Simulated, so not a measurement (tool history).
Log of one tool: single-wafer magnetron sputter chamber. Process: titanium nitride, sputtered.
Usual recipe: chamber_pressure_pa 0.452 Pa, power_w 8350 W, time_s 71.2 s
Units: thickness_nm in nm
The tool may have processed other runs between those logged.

run,hour,chamber_pressure_pa,power_w,time_s,"read-back reference wafer on the same gauge, thickness_nm",thickness_nm
1,0.0,0.452,8350,71.2,96.679,97.396
2,30.5,0.452,8350,71.2,97.125,97.041
3,55.3,0.452,8350,71.2,97.092,97.155
# hour 56.1: gauge calibrated
4,123.7,0.452,8350,71.2,94.767,95.677
5,179.2,0.572,7500,71.2,94.902,80.820
6,227.5,0.452,8350,71.2,94.851,94.429
7,412.5,0.452,8350,71.2,95.630,96.586
# hour 421.9: sputter target and shields replaced
8,438.9,0.578,9350,71.2,95.849,103.133
9,497.3,0.452,8350,71.2,96.062,96.223
# hour 542.3: capacitance manometer re-zeroed and calibrated
10,542.8,0.452,9750,77.2,96.314,122.945
# hour 578.0: magnet pack replaced
11,581.2,0.452,8350,71.2,96.837,96.691
# hour 624.4: gauge calibrated
12,630.5,0.339,8350,71.2,94.765,98.741
13,666.8,0.373,8350,75.4,94.888,104.469
14,727.6,0.500,8350,65.3,94.875,85.370
15,759.4,0.452,9950,71.2,94.993,112.672
16,786.2,0.452,8350,71.2,95.308,94.714
17,828.1,0.452,8350,84.5,94.876,112.350

Forecast each of these 5 alternatives for the next run:
A,828.5,0.452,8350,71.2,?,?
B,828.5,0.452,9250,58.6,?,?
C,828.5,0.613,8350,71.2,?,?
D,828.5,0.452,10200,71.2,?,?
E,828.5,0.598,8950,67.3,?,?

run,"read-back reference wafer on the same gauge, thickness_nm",thickness_nm
A,95.065,95.316
B,95.065,86.904
C,95.065,89.463
D,95.065,116.434
E,95.065,91.170
Had the tool no hidden state, the same runs would have come out as:
run,thickness_nm
A,94.987
B,86.604
C,89.154
D,116.032
E,90.855
